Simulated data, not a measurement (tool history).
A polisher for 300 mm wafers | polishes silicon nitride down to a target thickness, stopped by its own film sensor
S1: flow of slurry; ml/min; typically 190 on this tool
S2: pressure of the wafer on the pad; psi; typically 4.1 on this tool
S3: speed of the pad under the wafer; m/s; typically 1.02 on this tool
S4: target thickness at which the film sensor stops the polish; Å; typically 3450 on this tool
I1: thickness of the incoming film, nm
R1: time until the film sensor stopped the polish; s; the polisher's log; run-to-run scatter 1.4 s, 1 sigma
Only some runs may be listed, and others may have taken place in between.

run 1 hour=0 | S1=190 S2=4.1 S3=1.02 S4=3450 | I1=541.4 | R1=91.4
run 2 hour=38.8 | S1=190 S2=4.1 S3=1.02 S4=3450 | I1=544.5 | R1=94.8
run 3 hour=78 | S1=190 S2=4.1 S3=1.02 S4=3450 | I1=548.2 | R1=96.8
-- hour=109.1 head pressure recalibrated
run 4 hour=109.6 | S1=190 S2=4.1 S3=1.02 S4=3450 | I1=537.9 | R1=91.7
-- hour=123.9 worn pad replaced by a new one
run 5 hour=131.8 | S1=190 S2=4.1 S3=1.02 S4=3450 | I1=545 | R1=94.8
run 6 hour=183.7 | S1=190 S2=3.4 S3=1.02 S4=3450 | I1=548.3 | R1=114.9
run 7 hour=243.6 | S1=190 S2=4.1 S3=1.02 S4=3130 | I1=547 | R1=113.6
run 8 hour=285.1 | S1=190 S2=4.1 S3=1.02 S4=3130 | I1=542.9 | R1=109.8
-- hour=313.8 slurry nozzle cleaned
run 9 hour=323.8 | S1=190 S2=4.1 S3=1.02 S4=3130 | I1=541.8 | R1=104
-- hour=358.1 worn pad replaced by a new one
run 10 hour=363 | S1=190 S2=4.1 S3=1.02 S4=3450 | I1=535 | R1=83
run 11 hour=403.2 | S1=190 S2=4.1 S3=1.02 S4=3450 | I1=537.1 | R1=88
-- hour=411.6 head pressure recalibrated
run 12 hour=432.7 | S1=190 S2=4.1 S3=1.02 S4=3450 | I1=531.3 | R1=87.7
run 13 hour=483 | S1=190 S2=4.1 S3=1.16 S4=3450 | I1=537 | R1=81.9
run 14 hour=526.1 | S1=240 S2=4.7 S3=0.88 S4=3210 | I1=541.8 | R1=98.7
run 15 hour=552.3 | S1=235 S2=2.8 S3=0.72 S4=4030 | I1=535.9 | R1=107.2
-- hour=580.7 worn pad replaced by a new one
run 16 hour=595.3 | S1=240 S2=4.1 S3=1.18 S4=3450 | I1=546.4 | R1=78
run 17 hour=651.1 | S1=190 S2=4.1 S3=1.02 S4=3450 | I1=538.4 | R1=92.9
run 18 hour=697.8 | S1=165 S2=3.1 S3=0.9 S4=3780 | I1=542.8 | R1=113
run 19 hour=752.3 | S1=255 S2=4.1 S3=1.02 S4=3450 | I1=540.9 | R1=91.2
-- hour=767.3 head pressure recalibrated
-- hour=778.9 worn pad replaced by a new one
run 20 hour=791.8 | S1=220 S2=3.6 S3=1.02 S4=3920 | I1=545.2 | R1=82.4
run 21 hour=819.7 | S1=190 S2=4.1 S3=1.02 S4=3450 | I1=548.1 | R1=101.6
run 22 hour=881.3 | S1=190 S2=4.1 S3=1.02 S4=3450 | I1=546.2 | R1=104.5
-- hour=909.9 slurry nozzle cleaned
run 23 hour=926.9 | S1=145 S2=5.3 S3=0.66 S4=4090 | I1=546.2 | R1=74.5
run 24 hour=986 | S1=235 S2=3.1 S3=1.02 S4=3720 | I1=538.2 | R1=92.6
-- hour=997.8 worn pad replaced by a new one
run 25 hour=1031.4 | S1=165 S2=4.1 S3=1.36 S4=3280 | I1=541.4 | R1=79.8
run 26 hour=1063.7 | S1=190 S2=5 S3=1.32 S4=3070 | I1=533.7 | R1=73.4
-- hour=1071.2 head pressure recalibrated
run 27 hour=1153.9 | S1=220 S2=2.7 S3=1.02 S4=3450 | I1=538.6 | R1=123.5

Forecast each of these 4 alternatives for the next run:
run A hour=1154.3 | S1=190 S2=4.1 S3=1.02 S4=3450 | I1=540.6 | R1=?
run B hour=1154.3 | S1=190 S2=4.1 S3=1.34 S4=3950 | I1=540.6 | R1=?
run C hour=1154.3 | S1=235 S2=2.9 S3=1.02 S4=3250 | I1=540.6 | R1=?
run D hour=1154.3 | S1=190 S2=3.5 S3=1.02 S4=3450 | I1=540.6 | R1=?

run=A R1=90.8
run=B R1=54.3
run=C R1=126.8
run=D R1=103.1
Without the tool's hidden state the same runs would have given:
run=A R1=87.5
run=B R1=52.4
run=C R1=123
run=D R1=99.3
